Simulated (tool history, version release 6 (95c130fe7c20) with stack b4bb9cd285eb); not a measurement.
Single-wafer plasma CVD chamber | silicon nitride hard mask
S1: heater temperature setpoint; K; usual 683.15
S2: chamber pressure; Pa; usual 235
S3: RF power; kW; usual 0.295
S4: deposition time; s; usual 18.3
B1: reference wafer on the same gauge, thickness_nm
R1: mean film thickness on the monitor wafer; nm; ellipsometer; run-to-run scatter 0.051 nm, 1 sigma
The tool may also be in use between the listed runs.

run,day,S1,S2,S3,S4,B1,R1
1,0.000,683.15,235,0.295,18.3,17.009,20.610
2,0.438,683.15,207,0.295,18.3,16.990,20.008
3,1.042,683.15,235,0.295,17.5,16.978,19.678
4,1.625,683.15,235,0.295,17.5,16.996,19.649
5,2.238,683.15,235,0.295,17.5,17.000,19.614
6,2.529,691.15,288,0.355,16.0,17.003,21.813
7,2.800,683.15,235,0.295,18.3,17.000,20.470
8,3.092,683.15,235,0.295,17.5,17.001,19.651
9,3.388,683.15,235,0.295,18.3,17.001,20.510
# day 3.754: RF generator calibrated
10,4.067,683.15,235,0.295,18.3,17.005,20.437
# day 4.912: capacitance manometer re-zeroed and calibrated
11,4.933,683.15,235,0.295,18.3,16.978,20.943
# day 5.183: gauge calibrated
12,5.233,694.15,193,0.310,18.3,16.995,20.929
13,5.483,678.15,199,0.295,20.1,17.009,22.187
14,5.804,683.15,235,0.295,18.3,16.991,20.927
15,6.554,683.15,275,0.295,16.6,16.995,19.704
16,7.192,675.15,235,0.295,16.0,17.001,18.364
# day 7.642: showerhead replaced
# day 7.717: thermocouple changed; heater temperature recalibrated
17,7.738,693.15,235,0.325,16.3,16.993,20.137
18,8.079,683.15,281,0.295,18.3,16.991,21.779
19,8.767,672.15,235,0.295,21.6,16.984,24.834
20,9.079,683.15,235,0.295,18.3,17.005,20.980
21,9.433,696.15,212,0.275,20.2,16.995,21.077
22,10.638,669.15,260,0.295,18.3,16.994,21.592
23,11.104,683.15,235,0.295,18.3,17.000,20.811
24,11.746,683.15,235,0.295,18.3,16.993,21.025
25,12.396,683.15,235,0.295,18.3,17.001,20.965
26,12.742,676.15,265,0.320,18.3,17.011,23.144
27,13.454,683.15,217,0.295,20.2,16.997,22.630
28,13.812,683.15,235,0.355,18.3,17.004,24.365

Branching from run 28: 5 alternative next runs. What would each branch give?
A,13.829,683.15,235,0.295,18.3,?,?
B,13.829,687.15,235,0.355,18.3,?,?
C,13.829,677.15,216,0.245,15.1,?,?
D,13.829,683.15,235,0.295,17.2,?,?
E,13.829,692.15,235,0.335,18.3,?,?

run,B1,R1
A,17.001,21.007
B,17.001,24.421
C,17.001,14.330
D,17.001,19.747
E,17.001,23.277
What these runs would have given with no unlogged condition in the tool:
run,R1
A,20.993
B,24.405
C,14.321
D,19.734
E,23.262
